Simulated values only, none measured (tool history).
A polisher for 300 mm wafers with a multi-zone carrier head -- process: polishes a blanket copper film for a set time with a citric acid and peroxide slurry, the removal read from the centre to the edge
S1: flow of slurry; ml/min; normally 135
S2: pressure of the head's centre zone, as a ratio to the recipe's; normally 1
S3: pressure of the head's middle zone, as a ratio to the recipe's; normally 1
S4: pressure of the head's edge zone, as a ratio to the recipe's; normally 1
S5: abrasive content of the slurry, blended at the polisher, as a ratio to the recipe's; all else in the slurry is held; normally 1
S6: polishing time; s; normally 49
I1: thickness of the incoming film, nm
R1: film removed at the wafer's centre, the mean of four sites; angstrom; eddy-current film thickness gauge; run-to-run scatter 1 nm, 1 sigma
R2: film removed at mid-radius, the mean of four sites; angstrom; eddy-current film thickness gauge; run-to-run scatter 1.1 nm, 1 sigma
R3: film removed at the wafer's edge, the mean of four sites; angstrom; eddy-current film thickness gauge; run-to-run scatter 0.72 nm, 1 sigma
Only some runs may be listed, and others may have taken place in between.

run    day   S1    S2   S3    S4   S5  S6     I1    R1    R2    R3
  1      0  135     1    1     1    1  49  483.9  1082  1069  1090
  2  0.392  135     1    1     1    1  49    477  1088  1088  1089
  3   0.65  135     1    1     1    1  49  485.8  1057  1081  1070
  4  1.004  135     1    1     1    1  49    487  1069  1045  1063
     1.067  -- slurry nozzle cleaned
  5    1.4  165     1    1     1    1  49  479.2  1091  1095  1101
  6  2.004  165     1    1     1    1  49  475.7  1082  1076  1076
  7  2.433  155  0.92    1  1.12    1  34  483.7   670   722   765
  8  3.071  135     1    1     1    1  49  487.9   992   981   995
  9   3.55  135     1    1     1    1  49  485.3   966   995   979
     3.821  -- carrier head's membrane replaced by a new one
     4.046  -- worn pad replaced by a new one
 10  4.067  175  0.93    1  0.97    1  49  475.9  1093  1153  1141
 11  4.583  180     1    1  1.05    1  49  483.3  1188  1180  1187
     4.825  -- edge zone pressure recalibrated
 12  5.229  135     1    1     1    1  49  474.3  1101  1105  1110
 13   5.65  135  1.11    1  0.97    1  49  477.8  1199  1080  1084
 14  6.017  135     1    1     1  0.9  49  474.5  1069  1063  1073
     6.271  -- centre zone pressure recalibrated
 15    6.5  115     1    1  1.06    1  49  479.9  1056  1065  1091
 16  7.033  135     1    1     1    1  49  479.6  1059  1065  1071
 17  7.417  135  1.06    1     1    1  44  481.6  1022   937   941
 18   8.15  135     1    1     1    1  49  473.2  1015  1031  1037
 19  8.496  135     1  0.9     1    1  57  479.9  1195  1083  1196
 20  8.758  135     1    1     1    1  49  484.4  1019  1015  1006
 21  9.092  135     1    1     1  1.2  49  481.2  1032  1056  1041

Run 22 has not been measured yet. What should we expect?
     9.475  -- worn pad replaced by a new one
 22  9.679  175  1.07  1.1   1  0.9  49  472.8   ?   ?   ?

For run 22 the tool returned R1 1201 angstrom, R2 1225 angstrom, R3 1112 angstrom.
With the hidden condition absent and the run-to-run variation left alone, this run would have shown R1 1207 angstrom, R2 1232 angstrom, R3 1118 angstrom.

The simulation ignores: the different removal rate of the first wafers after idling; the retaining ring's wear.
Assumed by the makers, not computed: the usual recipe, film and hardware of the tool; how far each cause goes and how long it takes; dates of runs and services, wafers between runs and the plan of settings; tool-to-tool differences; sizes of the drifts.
